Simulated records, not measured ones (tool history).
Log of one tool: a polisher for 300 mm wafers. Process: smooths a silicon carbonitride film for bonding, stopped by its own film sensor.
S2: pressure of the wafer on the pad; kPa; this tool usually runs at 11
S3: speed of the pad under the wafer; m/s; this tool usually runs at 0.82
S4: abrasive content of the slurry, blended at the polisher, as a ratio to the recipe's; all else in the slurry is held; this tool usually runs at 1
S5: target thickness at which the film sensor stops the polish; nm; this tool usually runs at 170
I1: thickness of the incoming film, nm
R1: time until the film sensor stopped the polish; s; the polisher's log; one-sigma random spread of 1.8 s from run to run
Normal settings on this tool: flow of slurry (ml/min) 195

{"run": 1, "hour": 0.0, "flow of slurry (ml/min)": 195, "S2": 11, "S3": 0.82, "S4": 1, "S5": 167, "I1": 187, "R1": 129.1}
{"run": 2, "hour": 71.4, "flow of slurry (ml/min)": 195, "S2": 11, "S3": 0.82, "S4": 1, "S5": 167, "I1": 186.5, "R1": 121.6}
{"run": 3, "hour": 130.7, "flow of slurry (ml/min)": 195, "S2": 11, "S3": 0.82, "S4": 1, "S5": 167, "I1": 190.8, "R1": 155}
{"run": 4, "hour": 182.0, "flow of slurry (ml/min)": 195, "S2": 11, "S3": 0.72, "S4": 1, "S5": 170, "I1": 192.2, "R1": 151.1}
{"run": 5, "hour": 221.0, "flow of slurry (ml/min)": 195, "S2": 11, "S3": 0.72, "S4": 1, "S5": 170, "I1": 188.3, "R1": 125.9}
{"run": 6, "hour": 245.7, "flow of slurry (ml/min)": 195, "S2": 11, "S3": 0.82, "S4": 1, "S5": 170, "I1": 189.2, "R1": 121.5}
{"run": 7, "hour": 276.9, "flow of slurry (ml/min)": 195, "S2": 11, "S3": 0.82, "S4": 1, "S5": 170, "I1": 190.6, "R1": 130.7}
{"run": 8, "hour": 490.6, "flow of slurry (ml/min)": 195, "S2": 11, "S3": 0.82, "S4": 1, "S5": 170, "I1": 191, "R1": 133.3}
{"run": 9, "hour": 515.6, "flow of slurry (ml/min)": 195, "S2": 11, "S3": 1.02, "S4": 0.75, "S5": 170, "I1": 192.5, "R1": 153.5}
{"run": 10, "hour": 551.9, "flow of slurry (ml/min)": 195, "S2": 11, "S3": 0.82, "S4": 1, "S5": 170, "I1": 188.3, "R1": 114.6}
{"run": 11, "hour": 590.6, "flow of slurry (ml/min)": 195, "S2": 11, "S3": 0.82, "S4": 1, "S5": 170, "I1": 192.6, "R1": 143.1}
{"run": 12, "hour": 652.4, "flow of slurry (ml/min)": 195, "S2": 11, "S3": 0.82, "S4": 1, "S5": 170, "I1": 189.3, "R1": 124.4}
{"run": 13, "hour": 678.7, "flow of slurry (ml/min)": 140, "S2": 8.3, "S3": 1.04, "S4": 1, "S5": 174, "I1": 192.4, "R1": 149.1}
{"run": 14, "hour": 705.6, "flow of slurry (ml/min)": 195, "S2": 11, "S3": 0.82, "S4": 1, "S5": 164, "I1": 190.3, "R1": 167.9}
{"run": 15, "hour": 739.2, "flow of slurry (ml/min)": 155, "S2": 11, "S3": 0.82, "S4": 1, "S5": 173, "I1": 189.1, "R1": 108.8}
{"run": 16, "hour": 798.2, "flow of slurry (ml/min)": 195, "S2": 7.6, "S3": 0.82, "S4": 1, "S5": 170, "I1": 191.4, "R1": 200.2}
{"run": 17, "hour": 836.4, "flow of slurry (ml/min)": 195, "S2": 11, "S3": 0.82, "S4": 1, "S5": 170, "I1": 187.9, "R1": 116.4}
{"run": 18, "hour": 871.4, "flow of slurry (ml/min)": 195, "S2": 11, "S3": 0.62, "S4": 1, "S5": 170, "I1": 189.6, "R1": 143.5}
{"run": 19, "hour": 909.3, "flow of slurry (ml/min)": 195, "S2": 11, "S3": 0.62, "S4": 1, "S5": 167, "I1": 186.1, "R1": 141.6}
{"run": 20, "hour": 961.6, "flow of slurry (ml/min)": 165, "S2": 11, "S3": 0.82, "S4": 0.85, "S5": 170, "I1": 191.8, "R1": 159.6}
{"run": 21, "hour": 1012.9, "flow of slurry (ml/min)": 195, "S2": 11, "S3": 0.82, "S4": 1, "S5": 170, "I1": 189.1, "R1": 123.2}
{"run": 22, "hour": 1075.0, "flow of slurry (ml/min)": 195, "S2": 11, "S3": 0.82, "S4": 1, "S5": 170, "I1": 192.2, "R1": 140.5}
{"run": 23, "hour": 1111.6, "flow of slurry (ml/min)": 195, "S2": 9, "S3": 0.62, "S4": 1.25, "S5": 170, "I1": 189.3, "R1": 153.7}
{"run": 24, "hour": 1161.1, "flow of slurry (ml/min)": 195, "S2": 9.7, "S3": 0.82, "S4": 1.25, "S5": 170, "I1": 189.7, "R1": 129.9}
{"run": 25, "hour": 1215.5, "flow of slurry (ml/min)": 130, "S2": 13.1, "S3": 0.68, "S4": 1.2, "S5": 170, "I1": 192.5, "R1": 129.9}

Not shown here: 11 entries made in the log between runs. Locate each between two listed runs and compare the hidden state at the listed run before it with the hidden state at the listed run after it:
Between runs 4 and 5: worn pad replaced by a new one (hour 208.1)
  no difference in the tool's unlogged condition between these two runs
Between runs 7 and 8: slurry nozzle cleaned (hour 342.7); slurry blender recalibrated (hour 423.5); worn pad replaced by a new one (hour 449.5)
  no difference in the tool's unlogged condition between these two runs
Between runs 9 and 10: head pressure recalibrated (hour 535.1)
  no difference in the tool's unlogged condition between these two runs
Between runs 13 and 14: worn pad replaced by a new one (hour 698.6)
  no difference in the tool's unlogged condition between these two runs
Between runs 15 and 16: slurry nozzle cleaned (hour 742.6)
  no difference in the tool's unlogged condition between these two runs
Between runs 19 and 20: slurry blender recalibrated (hour 928.1); worn pad replaced by a new one (hour 954.5)
  no difference in the tool's unlogged condition between these two runs
Between runs 23 and 24: slurry nozzle cleaned (hour 1126.8)
  no difference in the tool's unlogged condition between these two runs
Between runs 24 and 25: worn pad replaced by a new one (hour 1194.5)
  no difference in the tool's unlogged condition between these two runs

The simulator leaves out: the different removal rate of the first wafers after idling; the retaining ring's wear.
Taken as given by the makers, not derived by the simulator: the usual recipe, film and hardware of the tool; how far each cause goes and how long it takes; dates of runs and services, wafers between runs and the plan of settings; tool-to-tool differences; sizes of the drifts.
